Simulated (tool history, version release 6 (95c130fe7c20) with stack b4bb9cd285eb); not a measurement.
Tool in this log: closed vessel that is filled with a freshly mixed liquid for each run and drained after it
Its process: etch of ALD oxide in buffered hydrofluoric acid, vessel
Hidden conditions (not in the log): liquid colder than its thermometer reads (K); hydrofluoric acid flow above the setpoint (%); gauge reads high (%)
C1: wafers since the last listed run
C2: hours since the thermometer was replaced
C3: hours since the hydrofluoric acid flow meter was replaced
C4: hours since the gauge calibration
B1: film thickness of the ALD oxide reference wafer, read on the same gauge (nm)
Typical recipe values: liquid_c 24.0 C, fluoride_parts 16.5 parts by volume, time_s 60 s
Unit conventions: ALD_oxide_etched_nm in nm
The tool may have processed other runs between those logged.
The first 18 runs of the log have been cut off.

run 19 hour=257.5 | liquid_c=24.0 fluoride_parts=16.5 time_s=60 | C1=2021 C2=2345.5 C3=823.6 C4=99.9 | B1=150.02 | ALD_oxide_etched_nm=90.55
run 20 hour=273.9 | liquid_c=24.0 fluoride_parts=10.5 time_s=60 | C1=2084 C2=2361.9 C3=840.0 C4=116.3 | B1=149.97 | ALD_oxide_etched_nm=139.34
-- hour=286.7 thermometer replaced
run 21 hour=287.2 | liquid_c=20.5 fluoride_parts=11.0 time_s=45 | C1=1563 C2=0.5 C3=853.3 C4=129.6 | B1=149.98 | ALD_oxide_etched_nm=95.02
run 22 hour=299.9 | liquid_c=24.0 fluoride_parts=12.5 time_s=45 | C1=1614 C2=13.2 C3=866.0 C4=142.3 | B1=150.00 | ALD_oxide_etched_nm=103.75
run 23 hour=315.9 | liquid_c=24.0 fluoride_parts=16.5 time_s=60 | C1=2033 C2=29.2 C3=882.0 C4=158.3 | B1=150.01 | ALD_oxide_etched_nm=104.83
run 24 hour=324.3 | liquid_c=27.5 fluoride_parts=16.5 time_s=90 | C1=1067 C2=37.6 C3=890.4 C4=166.7 | B1=149.98 | ALD_oxide_etched_nm=192.10
run 25 hour=332.6 | liquid_c=24.0 fluoride_parts=21.5 time_s=50 | C1=1055 C2=45.9 C3=898.7 C4=175.0 | B1=150.00 | ALD_oxide_etched_nm=66.85
-- hour=335.5 hydrofluoric acid flow meter replaced
run 26 hour=342.7 | liquid_c=26.5 fluoride_parts=12.5 time_s=50 | C1=1156 C2=56.0 C3=7.2 C4=185.1 | B1=150.00 | ALD_oxide_etched_nm=116.97
run 27 hour=356.3 | liquid_c=26.5 fluoride_parts=16.5 time_s=90 | C1=1728 C2=69.6 C3=20.8 C4=198.7 | B1=149.98 | ALD_oxide_etched_nm=161.73
run 28 hour=367.5 | liquid_c=24.0 fluoride_parts=16.5 time_s=60 | C1=1423 C2=80.8 C3=32.0 C4=209.9 | B1=149.95 | ALD_oxide_etched_nm=93.76
run 29 hour=378.9 | liquid_c=24.0 fluoride_parts=16.5 time_s=60 | C1=1449 C2=92.2 C3=43.4 C4=221.3 | B1=149.98 | ALD_oxide_etched_nm=93.90
run 30 hour=389.0 | liquid_c=20.0 fluoride_parts=13.5 time_s=85 | C1=1283 C2=102.3 C3=53.5 C4=231.4 | B1=150.01 | ALD_oxide_etched_nm=130.20
run 31 hour=396.4 | liquid_c=22.5 fluoride_parts=16.5 time_s=35 | C1=940 C2=109.7 C3=60.9 C4=238.8 | B1=149.99 | ALD_oxide_etched_nm=50.15
run 32 hour=407.9 | liquid_c=21.5 fluoride_parts=21.5 time_s=85 | C1=1461 C2=121.2 C3=72.4 C4=250.3 | B1=149.99 | ALD_oxide_etched_nm=90.69
run 33 hour=418.6 | liquid_c=20.0 fluoride_parts=18.5 time_s=70 | C1=1360 C2=131.9 C3=83.1 C4=261.0 | B1=150.01 | ALD_oxide_etched_nm=77.76

Forecast run 34:
run 34 hour=434.2 | liquid_c=26.5 fluoride_parts=19.0 time_s=85 | C1=1982 C2=147.5 C3=98.7 C4=276.6 | B1=? | ALD_oxide_etched_nm=?

Run 34 gave B1 149.99, ALD_oxide_etched_nm 133.01 nm.
Without the tool's hidden state the same run would have given ALD_oxide_etched_nm 132.93 nm.

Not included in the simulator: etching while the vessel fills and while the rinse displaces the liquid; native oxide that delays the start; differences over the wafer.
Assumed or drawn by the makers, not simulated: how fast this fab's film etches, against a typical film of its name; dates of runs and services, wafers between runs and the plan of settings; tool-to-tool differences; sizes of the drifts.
